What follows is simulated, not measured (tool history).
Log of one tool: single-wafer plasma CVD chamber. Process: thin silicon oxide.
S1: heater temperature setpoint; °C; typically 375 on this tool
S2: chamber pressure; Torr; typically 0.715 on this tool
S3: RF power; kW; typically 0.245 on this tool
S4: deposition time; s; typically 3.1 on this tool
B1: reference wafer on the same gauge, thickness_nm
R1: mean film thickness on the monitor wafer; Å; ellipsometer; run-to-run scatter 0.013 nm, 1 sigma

run	day	S1	S2	S3	S4	B1	R1
1	0	375	0.715	0.245	3.1	4.22	45.37
# day 0.642: gauge calibrated
2	1.2	365	0.715	0.245	3.24	4.22	47.46
3	3.758	365	0.715	0.245	3.24	4.221	47.61
4	4.462	375	0.715	0.245	3.1	4.22	45.27
5	5.821	375	0.715	0.245	3.1	4.219	45.29
6	6.433	375	0.715	0.245	3.1	4.226	45.11
# day 6.817: RF generator calibrated
7	7.525	362	0.792	0.21	3.31	4.218	50.79
8	8.625	375	0.715	0.245	3.67	4.22	54.62
9	9.796	379	0.663	0.275	3.41	4.219	49.75
10	11.054	368	0.602	0.205	3.1	4.22	38.43
# day 12.117: thermocouple changed; heater temperature recalibrated
11	12.138	375	0.715	0.245	3.1	4.222	46.38
12	12.542	381	0.715	0.245	3.1	4.217	45.89
13	13.533	386	0.715	0.26	2.76	4.217	41.75
14	14.054	375	0.715	0.245	3.1	4.217	46.29
# day 14.8: showerhead replaced
15	14.821	387	0.715	0.245	3.1	4.223	46.06
16	15.458	380	0.816	0.245	3.1	4.222	50.5
# day 16.517: capacitance manometer re-zeroed and calibrated
17	16.575	365	0.767	0.215	3.34	4.221	52.09
18	17.25	380	0.788	0.285	2.59	4.218	44.98
19	18.096	388	0.715	0.245	3.1	4.222	47.44
20	19.371	380	0.582	0.245	3.1	4.218	40.99
21	19.883	381	0.774	0.2	3.1	4.216	46.7
22	20.608	375	0.715	0.22	3.1	4.217	46
23	21.996	375	0.715	0.245	2.7	4.224	41.38
24	23.258	375	0.715	0.225	3.1	4.222	46.06
25	24.033	363	0.552	0.245	2.87	4.222	36.84
26	25.075	375	0.715	0.245	3.1	4.219	47.5
27	25.888	387	0.587	0.245	3.48	4.225	45.57
28	26.829	375	0.777	0.245	2.88	4.22	46.91
29	27.554	387	0.715	0.245	3.28	4.223	49.42

Consider 4 possible next runs. They are alternatives, not a sequence: every one starts from the tool as it was left by run 29. What does each give?
A	27.571	375	0.715	0.245	3.1	?	?
B	27.571	375	0.613	0.245	3.1	?	?
C	27.571	364	0.826	0.21	3.1	?	?
D	27.571	386	0.827	0.215	3.1	?	?

run	B1	R1
A	4.221	47.44
B	4.221	42.45
C	4.221	50.21
D	4.221	49.82
Without the tool's hidden state the same runs would have given:
run	R1
A	48
B	42.97
C	50.77
D	50.38

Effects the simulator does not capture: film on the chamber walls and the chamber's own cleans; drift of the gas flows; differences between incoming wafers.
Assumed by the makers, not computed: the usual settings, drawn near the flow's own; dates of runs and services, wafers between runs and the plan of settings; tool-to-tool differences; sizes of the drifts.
